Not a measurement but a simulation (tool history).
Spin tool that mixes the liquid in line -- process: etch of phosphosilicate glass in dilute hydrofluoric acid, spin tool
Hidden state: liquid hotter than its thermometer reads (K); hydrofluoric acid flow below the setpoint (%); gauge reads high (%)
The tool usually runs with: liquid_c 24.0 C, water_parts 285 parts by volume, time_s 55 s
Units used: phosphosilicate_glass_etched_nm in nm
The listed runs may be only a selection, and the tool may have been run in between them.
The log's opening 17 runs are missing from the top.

| run | hour | liquid_c | water_parts | time_s | wafers since the last listed run | hours since the thermometer was replaced | hours since the hydrofluoric acid flow meter was replaced | hours since the gauge calibration | read-back film thickness of the phosphosilicate glass reference wafer, read on the same gauge (nm) | phosphosilicate_glass_etched_nm |
|---|---|---|---|---|---|---|---|---|---|---|
| 18 | 401.6 | 22.0 | 230 | 55 | 252 | 2117.8 | 36.5 | 266.3 | 130.53 | 39.00 |
| 19 | 424.1 | 24.0 | 340 | 55 | 174 | 2140.3 | 59.0 | 288.8 | 130.67 | 25.45 |
| 20 | 444.3 | 22.5 | 285 | 55 | 156 | 2160.5 | 79.2 | 309.0 | 130.78 | 30.96 |
|  | 463.2 | thermometer replaced |
| 21 | 465.8 | 24.0 | 395 | 55 | 159 | 2.6 | 100.7 | 330.5 | 130.90 | 20.67 |
| 22 | 491.7 | 24.0 | 165 | 55 | 200 | 28.5 | 126.6 | 356.4 | 131.03 | 62.08 |
| 23 | 525.6 | 21.5 | 285 | 35 | 263 | 62.4 | 160.5 | 390.3 | 131.20 | 18.39 |
| 24 | 550.8 | 20.0 | 285 | 45 | 195 | 87.6 | 185.7 | 415.5 | 131.35 | 22.35 |
| 25 | 622.8 | 21.5 | 385 | 35 | 558 | 159.6 | 257.7 | 487.5 | 131.68 | 12.96 |
| 26 | 648.6 | 24.0 | 285 | 55 | 200 | 185.4 | 283.5 | 513.3 | 131.83 | 32.06 |
| 27 | 682.0 | 24.0 | 285 | 55 | 259 | 218.8 | 316.9 | 546.7 | 132.03 | 32.28 |
| 28 | 715.6 | 27.0 | 320 | 70 | 260 | 252.4 | 350.5 | 580.3 | 132.18 | 39.06 |
| 29 | 740.9 | 28.5 | 285 | 55 | 196 | 277.7 | 375.8 | 605.6 | 132.34 | 37.52 |
| 30 | 769.4 | 24.0 | 285 | 55 | 221 | 306.2 | 404.3 | 634.1 | 132.50 | 32.37 |
| 31 | 797.6 | 21.0 | 230 | 75 | 218 | 334.4 | 432.5 | 662.3 | 132.64 | 51.24 |

Here are 5 independent what-if runs from the current tool condition. What would each one return?
| A | 798.0 | 24.0 | 285 | 55 | 3 | 334.8 | 432.9 | 662.7 | ? | ? |
| B | 798.0 | 19.0 | 420 | 55 | 3 | 334.8 | 432.9 | 662.7 | ? | ? |
| C | 798.0 | 19.5 | 185 | 55 | 3 | 334.8 | 432.9 | 662.7 | ? | ? |
| D | 798.0 | 24.0 | 195 | 55 | 3 | 334.8 | 432.9 | 662.7 | ? | ? |
| E | 798.0 | 20.0 | 285 | 55 | 3 | 334.8 | 432.9 | 662.7 | ? | ? |

| run | read-back film thickness of the phosphosilicate glass reference wafer, read on the same gauge (nm) | phosphosilicate_glass_etched_nm |
|---|---|---|
| A | 132.62 | 32.14 |
| B | 132.62 | 16.25 |
| C | 132.62 | 46.24 |
| D | 132.62 | 51.54 |
| E | 132.62 | 27.84 |
Without the tool's unlogged condition, the same runs would have read:
| run | phosphosilicate_glass_etched_nm |
|---|---|
| A | 31.50 |
| B | 15.93 |
| C | 45.32 |
| D | 50.52 |
| E | 27.29 |

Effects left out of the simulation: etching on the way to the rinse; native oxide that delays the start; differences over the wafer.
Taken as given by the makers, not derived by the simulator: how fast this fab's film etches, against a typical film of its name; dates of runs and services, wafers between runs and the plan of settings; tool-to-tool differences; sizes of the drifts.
